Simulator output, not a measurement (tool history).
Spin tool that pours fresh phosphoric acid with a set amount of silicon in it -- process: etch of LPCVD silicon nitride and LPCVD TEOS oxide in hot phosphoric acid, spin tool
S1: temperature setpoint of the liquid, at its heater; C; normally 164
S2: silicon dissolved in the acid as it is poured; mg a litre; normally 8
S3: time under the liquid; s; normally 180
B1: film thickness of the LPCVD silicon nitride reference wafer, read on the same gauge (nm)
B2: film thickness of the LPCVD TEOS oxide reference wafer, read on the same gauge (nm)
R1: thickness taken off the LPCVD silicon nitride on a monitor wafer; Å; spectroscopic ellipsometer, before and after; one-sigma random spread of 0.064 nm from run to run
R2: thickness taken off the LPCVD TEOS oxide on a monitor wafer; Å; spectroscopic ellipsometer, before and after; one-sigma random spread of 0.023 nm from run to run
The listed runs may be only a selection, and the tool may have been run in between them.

run,hour,S1,S2,S3,B1,B2,R1,R2
1,0,164,8,180,149.99,109.981,147,3.92
2,22.4,164,8,180,150,109.963,147.3,4
3,38.9,164,8,180,150.01,109.985,147.4,3.91
4,57,164,8,180,150.02,110.013,147.2,3.99
5,87.4,164,10.5,120,149.99,110.015,97.9,2.58
6,118.5,164,10,180,149.99,109.998,146.9,3.93
# hour 152.9: dissolved silicon flow meter replaced
# hour 153.9: thermometer replaced
7,154.4,164,8,180,150,109.995,146.9,3.87
8,169.4,164,8,180,150.02,109.996,146.3,3.9
9,187.3,164,8,180,149.99,109.965,147.4,3.98
10,219.4,163,2,215,149.98,110.002,168.5,4.69
11,244.1,164,10,180,149.98,110.011,145.9,3.54
12,271.3,163,2,215,150,110.008,169.7,4.66
# hour 277: gauge calibrated
13,300.8,164,8,180,150,110.004,146.4,3.61
# hour 308.8: heated supply line repaired
14,315.3,163,3.5,180,150,110.011,161,5.4
15,338.9,165.5,3,150,150.01,110.026,146.5,5.17
16,371.7,165,3.5,265,150,109.986,251.7,8.43
17,400,166.5,12,225,149.98,110.015,225.2,6.98
18,419.3,165.5,8,240,149.97,110.004,232.8,7.39
19,434.2,162,5.5,220,150,109.993,188.7,5.74

4 ways to go on from here, each from the tool as it stands after run 19. What would each give?
A,434.7,166.5,8,180,?,?,?,?
B,434.7,164,12,180,?,?,?,?
C,434.7,167,8,180,?,?,?,?
D,434.7,166.5,4.5,180,?,?,?,?

run,B1,B2,R1,R2
A,150,109.995,180.1,5.86
B,150,109.995,165.9,4.47
C,150,109.995,183.1,6.07
D,150,109.995,180.1,6.29
What these runs would have given with no unlogged condition in the tool:
run,R1,R2
A,185.6,6.26
B,171,4.78
C,188.7,6.49
D,185.6,6.73
